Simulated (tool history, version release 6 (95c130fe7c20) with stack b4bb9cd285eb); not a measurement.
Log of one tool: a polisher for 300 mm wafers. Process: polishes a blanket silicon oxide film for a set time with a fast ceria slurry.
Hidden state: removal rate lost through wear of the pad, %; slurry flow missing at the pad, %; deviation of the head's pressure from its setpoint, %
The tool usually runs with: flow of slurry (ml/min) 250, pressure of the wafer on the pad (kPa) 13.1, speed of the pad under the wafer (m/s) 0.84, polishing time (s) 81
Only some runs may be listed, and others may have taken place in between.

| run | day | flow of slurry (ml/min) | pressure of the wafer on the pad (kPa) | speed of the pad under the wafer (m/s) | polishing time (s) | wafers since the last listed run | wafers polished on this pad | hours since the slurry nozzle was cleaned | hours since the head pressure was calibrated | incoming thickness of the incoming film, nm | film removed (nm) |
|---|---|---|---|---|---|---|---|---|---|---|---|
| 1 | 0.000 | 250 | 13.1 | 0.84 | 81 | 0 | 565 | 217.9 | 1227.4 | 3980.4 | 777.6 |
| 2 | 0.292 | 250 | 13.1 | 0.84 | 81 | 53 | 618 | 224.9 | 1234.4 | 3919.2 | 764.1 |
| 3 | 0.646 | 250 | 13.1 | 0.84 | 81 | 64 | 682 | 233.4 | 1242.9 | 3995.8 | 765.1 |
|  | 1.667 | worn pad replaced by a new one |
| 4 | 2.088 | 250 | 13.1 | 0.84 | 81 | 231 | 76 | 268.0 | 1277.5 | 3960.0 | 835.5 |
| 5 | 2.821 | 250 | 13.1 | 0.84 | 81 | 133 | 210 | 285.6 | 1295.1 | 3922.9 | 809.6 |
|  | 2.892 | slurry nozzle cleaned |
| 6 | 3.238 | 250 | 13.1 | 0.84 | 81 | 68 | 278 | 8.3 | 1305.1 | 3958.7 | 771.2 |
| 7 | 4.425 | 250 | 13.1 | 0.84 | 81 | 215 | 494 | 36.8 | 1333.6 | 4006.1 | 756.4 |
| 8 | 4.942 | 250 | 13.1 | 0.84 | 81 | 93 | 588 | 49.2 | 1346.0 | 3869.1 | 758.6 |
|  | 5.654 | head pressure recalibrated |
| 9 | 5.675 | 320 | 13.1 | 0.84 | 59 | 118 | 706 | 66.8 | 0.5 | 3979.2 | 562.3 |
|  | 5.871 | worn pad replaced by a new one |
| 10 | 6.221 | 220 | 13.1 | 0.84 | 81 | 68 | 63 | 79.9 | 13.6 | 3885.0 | 812.6 |
| 11 | 6.938 | 250 | 13.1 | 0.84 | 81 | 130 | 194 | 97.1 | 30.8 | 3899.7 | 786.1 |
| 12 | 7.338 | 250 | 14.5 | 0.70 | 63 | 72 | 266 | 106.7 | 40.4 | 3980.6 | 545.7 |
| 13 | 7.779 | 250 | 9.0 | 0.84 | 81 | 80 | 347 | 117.3 | 51.0 | 3992.3 | 614.5 |
| 14 | 8.108 | 250 | 13.1 | 0.58 | 54 | 59 | 407 | 125.2 | 58.9 | 4017.1 | 354.4 |
| 15 | 8.712 | 250 | 10.3 | 0.84 | 98 | 109 | 516 | 139.7 | 73.4 | 3909.0 | 800.9 |
| 16 | 9.300 | 250 | 13.1 | 0.84 | 81 | 106 | 623 | 153.8 | 87.5 | 4037.1 | 756.5 |
| 17 | 9.554 | 250 | 17.2 | 0.84 | 81 | 46 | 670 | 159.9 | 93.6 | 3987.5 | 921.0 |

Hidden condition of the tool, last listed run before each entry between runs versus first listed run after:
From run 3 to run 4: worn pad replaced by a new one (day 1.667)
  removal rate lost through wear of the pad, %: 12.3 -> 4.89
  measured value less the no-hidden-state value, film removed (nm): -107.5 -> -42.9
From run 5 to run 6: slurry nozzle cleaned (day 2.892)
  removal rate lost through wear of the pad, %: 8.54 -> 9.94
  measured value less the no-hidden-state value, film removed (nm): -75.6 -> -85.1
From run 8 to run 9: head pressure recalibrated (day 5.654)
  removal rate lost through wear of the pad, %: 12.9 -> 13.4
  measured value less the no-hidden-state value, film removed (nm): -112.2 -> -87.1
From run 9 to run 10: worn pad replaced by a new one (day 5.871)
  removal rate lost through wear of the pad, %: 13.4 -> 4.2
  measured value less the no-hidden-state value, film removed (nm): -87.1 -> -35.7
